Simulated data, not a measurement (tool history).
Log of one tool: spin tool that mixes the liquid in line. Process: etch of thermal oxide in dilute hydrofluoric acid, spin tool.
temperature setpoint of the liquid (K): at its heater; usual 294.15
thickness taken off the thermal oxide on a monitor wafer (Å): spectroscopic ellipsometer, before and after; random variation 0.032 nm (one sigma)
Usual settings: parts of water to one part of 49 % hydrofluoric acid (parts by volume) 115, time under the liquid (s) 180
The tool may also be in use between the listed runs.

run     day  temperature setpoint of the liquid (K)  parts of water to one part of 49 % hydrofluoric acid (parts by volume)  time under the liquid (s)  wafers since the last listed run  hours since the thermometer was replaced  hours since the hydrofluoric acid flow meter was replaced  hours since the gauge calibration  read-back film thickness of the thermal oxide reference wafer, read on the same gauge (nm)  thickness taken off the thermal oxide on a monitor wafer (Å)
  1       0                                  294.15                                                                     115                        180                                 0                                    1710.4                                                        398                             1099.7                                                                                      110.01                                                          61.2
  2   2.046                                  294.15                                                                     115                        180                               478                                    1759.5                                                      447.1                             1148.8                                                                                      110.02                                                          60.9
  3   3.242                                  294.15                                                                     115                         95                               279                                    1788.2                                                      475.8                             1177.5                                                                                      110.01                                                          32.1
  4   6.229                                  297.15                                                                     115                        180                               698                                    1859.9                                                      547.5                             1249.2                                                                                         110                                                          68.5
  5   8.867                                  294.15                                                                     115                        180                               616                                    1923.2                                                      610.8                             1312.5                                                                                         110                                                          60.5
  6  11.538                                  294.15                                                                     115                        180                               624                                    1987.3                                                      674.9                             1376.6                                                                                      110.01                                                          60.5
  7  14.512                                  294.15                                                                     115                        180                               695                                    2058.7                                                      746.3                               1448                                                                                      110.01                                                          60.2
  8  16.212                                  294.15                                                                     115                        180                               397                                    2099.5                                                      787.1                             1488.8                                                                                      110.01                                                          60.6
  9  18.021                                  294.15                                                                     115                        180                               422                                    2142.9                                                      830.5                             1532.2                                                                                         110                                                          60.6
 10  20.904                                  294.15                                                                     115                        180                               673                                    2212.1                                                      899.7                             1601.4                                                                                      109.99                                                          60.2
 11  23.262                                  294.15                                                                     115                        180                               551                                    2268.7                                                      956.3                               1658                                                                                         110                                                          59.8
 12  24.929                                  294.15                                                                     115                        180                               389                                    2308.7                                                      996.3                               1698                                                                                         110                                                          59.9
 13  26.625                                  294.15                                                                     115                        180                               396                                    2349.4                                                       1037                             1738.7                                                                                      110.02                                                          59.7
 14  28.204                                  294.15                                                                     115                        180                               369                                    2387.3                                                     1074.9                             1776.6                                                                                         110                                                          59.5
 15  30.017                                  294.15                                                                     115                        180                               423                                    2430.8                                                     1118.4                             1820.1                                                                                         110                                                          59.3
     31.379  -- hydrofluoric acid flow meter replaced
 16  32.058                                  294.15                                                                     115                        180                               467                                    2479.8                                                       16.3                             1869.1                                                                                      109.99                                                          59.7
 17  33.746                                  294.15                                                                     115                        180                               394                                    2520.3                                                       56.8                             1909.6                                                                                      110.01                                                          58.7
      33.95  -- gauge calibrated
 18  36.092                                  294.15                                                                      65                        265                               548                                    2576.6                                                      113.1                               51.4                                                                                      109.99                                                         163.6
 19  38.117                                  294.15                                                                     115                        180                               473                                    2625.2                                                      161.7                                100                                                                                         110                                                          59.7
 20  40.338                                  294.15                                                                     115                        115                               519                                    2678.5                                                        215                              153.3                                                                                         110                                                          37.5
     41.179  -- thermometer replaced
 21  41.992                                  294.15                                                                     115                        180                               376                                      19.5                                                      254.7                                193                                                                                      109.99                                                          65.4
 22  44.654                                  292.15                                                                      60                        105                               622                                      83.4                                                      318.6                              256.9                                                                                      110.01                                                          71.3
 23  45.979                                  290.15                                                                      85                        180                               309                                     115.2                                                      350.4                              288.7                                                                                      110.02                                                          77.2
 24  47.562                                  294.15                                                                     115                        180                               370                                     153.2                                                      388.4                              326.7                                                                                      109.98                                                          65.2
 25  49.783                                  294.15                                                                      65                        285                               519                                     206.5                                                      441.7                                380                                                                                      109.99                                                         191.5
 26  52.221                                  294.15                                                                     175                        100                               569                                       265                                                      500.2                              438.5                                                                                      109.99                                                          22.1
 27  54.404                                  292.65                                                                      55                        210                               510                                     317.4                                                      552.6                              490.9                                                                                         110                                                         158.7
 28  56.175                                  294.15                                                                     115                        280                               413                                     359.9                                                      595.1                              533.4                                                                                         110                                                          99.6
 29  58.896                                  295.65                                                                     160                        110                               635                                     425.2                                                      660.4                              598.7                                                                                      110.01                                                          28.5
 30  61.567                                  294.15                                                                     155                        240                               624                                     489.3                                                      724.5                              662.8                                                                                         110                                                          61.1
 31  64.458                                  292.15                                                                     115                        180                               675                                     558.7                                                      793.9                              732.2                                                                                      110.03                                                          59.2
 32  65.725                                  294.15                                                                     115                         75                               296                                     589.1                                                      824.3                              762.6                                                                                      109.99                                                          26.4
 33  68.192                                  290.65                                                                      95                        275                               576                                     648.3                                                      883.5                              821.8                                                                                      110.02                                                         103.4
 34  69.246                                  292.65                                                                     130                        240                               246                                     673.6                                                      908.8                              847.1                                                                                         110                                                          69.8

Forecast each of these 4 alternatives for the next run:
  A  69.267                                  294.15                                                                     115                        255                                 4                                     674.1                                                      909.3                              847.6                                                                                           ?                                                             ?
  B  69.267                                  292.65                                                                     115                        180                                 4                                     674.1                                                      909.3                              847.6                                                                                           ?                                                             ?
  C  69.267                                  294.15                                                                     165                        180                                 4                                     674.1                                                      909.3                              847.6                                                                                           ?                                                             ?
  D  69.267                                  297.65                                                                      65                        275                                 4                                     674.1                                                      909.3                              847.6                                                                                           ?                                                             ?

run  read-back film thickness of the thermal oxide reference wafer, read on the same gauge (nm)  thickness taken off the thermal oxide on a monitor wafer (Å)
  A                                                                                      109.99                                                            90
  B                                                                                      109.99                                                          59.7
  C                                                                                      109.99                                                            42
  D                                                                                      109.99                                                           210
Without the tool's hidden state the same runs would have given:
run  thickness taken off the thermal oxide on a monitor wafer (Å)
  A                                                            93
  B                                                          61.8
  C                                                          43.4
  D                                                         217.2

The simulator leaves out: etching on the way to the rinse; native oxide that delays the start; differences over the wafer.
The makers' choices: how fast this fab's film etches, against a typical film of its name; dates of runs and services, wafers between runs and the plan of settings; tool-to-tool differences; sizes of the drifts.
